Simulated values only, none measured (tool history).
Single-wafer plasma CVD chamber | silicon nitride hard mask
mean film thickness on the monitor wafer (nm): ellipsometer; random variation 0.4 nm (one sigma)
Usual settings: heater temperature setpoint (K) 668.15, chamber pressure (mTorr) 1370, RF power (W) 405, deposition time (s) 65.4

run   hour  heater temperature setpoint (K)  chamber pressure (mTorr)  RF power (W)  deposition time (s)  wafers since the last listed run  hours since the last thermocouple change  hours since the last RF generator calibration  hours since the last manometer calibration  hours since the showerhead was replaced  hours since the gauge calibration  read-back reference wafer on the same gauge, thickness_nm  mean film thickness on the monitor wafer (nm)
  1      0                           668.15                      1370           405                 60.1                                 0                                    1028.1                                         1601.9                                         745                                   6735.4                              250.6                                                    102.895                                         80.973
  2   21.5                           668.15                      1370           405                 65.4                               246                                    1049.6                                         1623.4                                       766.5                                   6756.9                              272.1                                                    102.972                                         88.023
  3   99.9                           668.15                      1370           405                 65.4                               898                                      1128                                         1701.8                                       844.9                                   6835.3                              350.5                                                    103.445                                         88.437
  4  152.2                           679.15                      1370           405                 65.4                               599                                    1180.3                                         1754.1                                       897.2                                   6887.6                              402.8                                                    103.695                                         87.527
  5  169.1                           679.15                      1370           405                 65.4                               193                                    1197.2                                           1771                                       914.1                                   6904.5                              419.7                                                    103.684                                         88.164
  6  191.5                           668.15                      1370           405                 65.4                               256                                    1219.6                                         1793.4                                       936.5                                   6926.9                              442.1                                                    103.778                                         87.788
     217.3  -- showerhead replaced
  7  217.8                           668.15                      1370           405                 65.4                               209                                    1245.9                                         1819.7                                       962.8                                      0.5                              468.4                                                     103.86                                         88.487
  8  239.8                           668.15                      1370           405                 65.4                               252                                    1267.9                                         1841.7                                       984.8                                     22.5                              490.4                                                    103.896                                         88.574
  9  262.7                           674.15                      1370           460                 65.4                               262                                    1290.8                                         1864.6                                      1007.7                                     45.4                              513.3                                                     104.05                                         95.806
 10  291.7                           674.15                      1370           460                 65.4                               332                                    1319.8                                         1893.6                                      1036.7                                     74.4                              542.3                                                    104.185                                          96.33
 11  321.7                           674.15                      1370           460                 65.4                               343                                    1349.8                                         1923.6                                      1066.7                                    104.4                              572.3                                                    104.129                                         96.265
 12    352                           668.15                      1100           405                 65.4                               347                                    1380.1                                         1953.9                                        1097                                    134.7                              602.6                                                    104.179                                         80.644
 13  384.3                           668.15                      1370           370                   57                               370                                    1412.4                                         1986.2                                      1129.3                                      167                              634.9                                                    104.266                                          72.81
 14  412.8                           683.15                      1370           405                 74.2                               326                                    1440.9                                         2014.7                                      1157.8                                    195.5                              663.4                                                    104.302                                        100.615
     459.5  -- capacitance manometer re-zeroed and calibrated
 15    483                           661.15                      1130           480                 77.8                               713                                    1511.1                                         2084.9                                        23.5                                    265.7                              733.6                                                     104.41                                        108.487
 16  501.7                           668.15                      1370           405                 52.3                               214                                    1529.8                                         2103.6                                        42.2                                    284.4                              752.3                                                    104.425                                         71.258
 17  519.8                           668.15                      1370           405                 65.4                               207                                    1547.9                                         2121.7                                        60.3                                    302.5                              770.4                                                    104.496                                         89.597
 18  540.1                           668.15                      1370           405                 65.4                               232                                    1568.2                                           2142                                        80.6                                    322.8                              790.7                                                    104.419                                         89.001
 19  554.3                           668.15                      1370           405                 61.1                               162                                    1582.4                                         2156.2                                        94.8                                      337                              804.9                                                    104.529                                         83.697
 20  567.6                           668.15                      1370           405                 65.4                               152                                    1595.7                                         2169.5                                       108.1                                    350.3                              818.2                                                    104.454                                         88.826
       595  -- RF generator calibrated
       596  -- thermocouple changed; heater temperature recalibrated
 21  597.4                           661.15                      1370           405                 65.4                               238                                       1.4                                            2.4                                       137.9                                    380.1                                848                                                    104.508                                         89.192
 22  611.5                           668.15                      1370           405                 61.1                               161                                      15.5                                           16.5                                         152                                    394.2                              862.1                                                    104.513                                         83.094
     616.2  -- gauge calibrated
 23  641.6                           668.15                      1250           455                 73.7                               345                                      45.6                                           46.6                                       182.1                                    424.3                               25.4                                                     101.33                                        101.001
 24  663.8                           668.15                      1370           405                 65.4                               254                                      67.8                                           68.8                                       204.3                                    446.5                               47.6                                                    101.614                                         87.371
 25  695.5                           668.15                      1370           405                 65.4                               363                                      99.5                                          100.5                                         236                                    478.2                               79.3                                                    102.061                                         86.848
 26    796                           675.15                      1370           405                 65.4                              1152                                       200                                            201                                       336.5                                    578.7                              179.8                                                    102.843                                         87.096
 27    822                           656.15                      1370           370                 52.9                               298                                       226                                            227                                       362.5                                    604.7                              205.8                                                    103.053                                         66.507
 28  839.1                           668.15                      1370           405                 65.4                               196                                     243.1                                          244.1                                       379.6                                    621.8                              222.9                                                     103.19                                         88.416
 29  868.2                           662.15                      1690           335                 72.1                               333                                     272.2                                          273.2                                       408.7                                    650.9                                252                                                    103.374                                         92.423

4 ways to go on from here, each from the tool as it stands after run 29. What would each give?
  A  868.6                           668.15                      1370           445                 65.4                                 4                                     272.6                                          273.6                                       409.1                                    651.3                              252.4                                                          ?                                              ?
  B  868.6                           654.15                      1030           455                 69.7                                 4                                     272.6                                          273.6                                       409.1                                    651.3                              252.4                                                          ?                                              ?
  C  868.6                           668.15                      1260           465                 71.2                                 4                                     272.6                                          273.6                                       409.1                                    651.3                              252.4                                                          ?                                              ?
  D  868.6                           681.15                      1200           405                 65.4                                 4                                     272.6                                          273.6                                       409.1                                    651.3                              252.4                                                          ?                                              ?

run  read-back reference wafer on the same gauge, thickness_nm  mean film thickness on the monitor wafer (nm)
  A                                                    103.327                                         93.568
  B                                                    103.327                                         89.634
  C                                                    103.327                                        101.218
  D                                                    103.327                                         83.064
Without the tool's hidden state the same runs would have given:
run  mean film thickness on the monitor wafer (nm)
  A                                         91.111
  B                                          87.28
  C                                         98.559
  D                                         80.883
